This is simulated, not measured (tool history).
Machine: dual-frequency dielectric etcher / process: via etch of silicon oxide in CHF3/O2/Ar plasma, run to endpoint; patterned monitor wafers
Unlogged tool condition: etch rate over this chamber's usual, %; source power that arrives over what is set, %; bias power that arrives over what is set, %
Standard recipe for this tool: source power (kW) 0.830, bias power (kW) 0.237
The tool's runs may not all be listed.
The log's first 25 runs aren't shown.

run      day  source power (kW)  bias power (kW)  wafers since the last listed run  hours since the last wet clean  hours since the last source power generator calibration  hours since the last bias power generator calibration  hours since the last upper electrode change  incoming incoming film thickness, nm  endpoint time (s)
      87.525  -- bias power generator calibrated
 26   88.312              1.010            0.200                               503                           263.8                                                    165.6                                                   18.9                                        165.9                                 789.7              342.9
 27   92.583              1.020            0.195                               371                           366.3                                                    268.1                                                  121.4                                        268.4                                 792.2              349.6
 28   94.400              0.890            0.237                               157                           409.9                                                    311.7                                                  165.0                                        312.0                                 790.0              338.6
 29   98.817              0.830            0.220                               383                           515.9                                                    417.7                                                  271.0                                        418.0                                 801.4              361.9
 30  101.358              0.950            0.193                               220                           576.9                                                    478.7                                                  332.0                                        479.0                                 789.0              361.4
     103.296  -- wet clean of the chamber
 31  103.646              0.830            0.273                               111                             8.4                                                    533.6                                                  386.9                                        533.9                                 794.4              313.4
 32  106.346              0.690            0.216                               234                            73.2                                                    598.4                                                  451.7                                        598.7                                 788.7              358.1
 33  110.575              0.830            0.237                               367                           174.7                                                    699.9                                                  553.2                                        700.2                                 782.1              329.4
 34  112.321              0.980            0.219                               151                           216.6                                                    741.8                                                  595.1                                        742.1                                 786.8              328.8
 35  116.271              0.760            0.272                               343                           311.4                                                    836.6                                                  689.9                                        836.9                                 793.2              329.9
 36  118.888              0.900            0.237                               227                           374.2                                                    899.4                                                  752.7                                        899.7                                 799.5              338.8

Alternative continuations, all from the tool just after run 36; predict every row:
  A  118.908              0.830            0.257                                 1                           374.7                                                    899.9                                                  753.2                                        900.2                                 787.4                  ?
  B  118.908              0.950            0.202                                 1                           374.7                                                    899.9                                                  753.2                                        900.2                                 787.4                  ?
  C  118.908              0.710            0.185                                 1                           374.7                                                    899.9                                                  753.2                                        900.2                                 787.4                  ?

run  endpoint time (s)
  A              329.3
  B              347.7
  C              385.5
What these runs would have given with no unlogged condition in the tool:
run  endpoint time (s)
  A              318.5
  B              336.2
  C              372.7

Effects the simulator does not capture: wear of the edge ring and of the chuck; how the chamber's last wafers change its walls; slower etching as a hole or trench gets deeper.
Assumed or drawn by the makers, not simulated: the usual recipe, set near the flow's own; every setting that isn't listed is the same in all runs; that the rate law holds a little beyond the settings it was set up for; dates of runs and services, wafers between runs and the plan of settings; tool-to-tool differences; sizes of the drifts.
